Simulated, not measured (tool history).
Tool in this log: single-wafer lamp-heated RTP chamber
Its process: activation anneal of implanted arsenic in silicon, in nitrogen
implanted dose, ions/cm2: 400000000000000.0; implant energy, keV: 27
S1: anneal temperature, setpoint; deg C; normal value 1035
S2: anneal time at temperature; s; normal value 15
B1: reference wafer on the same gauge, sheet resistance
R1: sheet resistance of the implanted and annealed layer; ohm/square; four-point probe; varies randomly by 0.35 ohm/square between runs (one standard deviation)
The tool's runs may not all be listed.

{"run": 1, "hour": 0.0, "S1": 1012, "S2": 15, "B1": 190.99, "R1": 233.69}
{"run": 2, "hour": 12.4, "S1": 1012, "S2": 15, "B1": 191.04, "R1": 234.12}
{"run": 3, "hour": 19.1, "S1": 1035, "S2": 15, "B1": 191.03, "R1": 230.98}
{"run": 4, "hour": 27.2, "S1": 1035, "S2": 15, "B1": 190.9, "R1": 231.17}
{"run": 5, "hour": 34.4, "S1": 1035, "S2": 15, "B1": 190.98, "R1": 230.66}
{"hour": 54.9, "done": "reflector plate cleaned"}
{"run": 6, "hour": 55.4, "S1": 1035, "S2": 15, "B1": 191.11, "R1": 232.28}
{"run": 7, "hour": 66.4, "S1": 1035, "S2": 15, "B1": 191.02, "R1": 231.15}
{"run": 8, "hour": 78.0, "S1": 1035, "S2": 15, "B1": 191.07, "R1": 231.29}
{"run": 9, "hour": 84.8, "S1": 1020, "S2": 12, "B1": 190.95, "R1": 234.14}
{"hour": 103.2, "done": "pyrometer window cleaned and pyrometer calibrated"}
{"run": 10, "hour": 103.7, "S1": 1027, "S2": 19, "B1": 191.01, "R1": 231.3}
{"hour": 104.2, "done": "gauge calibrated"}
{"run": 11, "hour": 107.2, "S1": 1026, "S2": 20, "B1": 190.97, "R1": 231.34}
{"run": 12, "hour": 121.5, "S1": 1006, "S2": 15, "B1": 190.96, "R1": 234.24}
{"run": 13, "hour": 128.6, "S1": 1057, "S2": 9, "B1": 190.97, "R1": 231.35}
{"run": 14, "hour": 140.3, "S1": 1035, "S2": 15, "B1": 190.9, "R1": 231.37}
{"run": 15, "hour": 149.7, "S1": 1018, "S2": 23, "B1": 190.96, "R1": 231.15}
{"run": 16, "hour": 160.0, "S1": 1035, "S2": 15, "B1": 190.88, "R1": 231.79}
{"run": 17, "hour": 169.5, "S1": 1035, "S2": 15, "B1": 190.94, "R1": 231.03}

List, for all runs, the conditions of the tool that the log does not record:
true wafer temperature minus pyrometer reading, K: 0, the same for each run
wafer temperature error from the tarnished reflector plate, K: 0, the same for each run
gauge reads high (%): 0, the same for each run
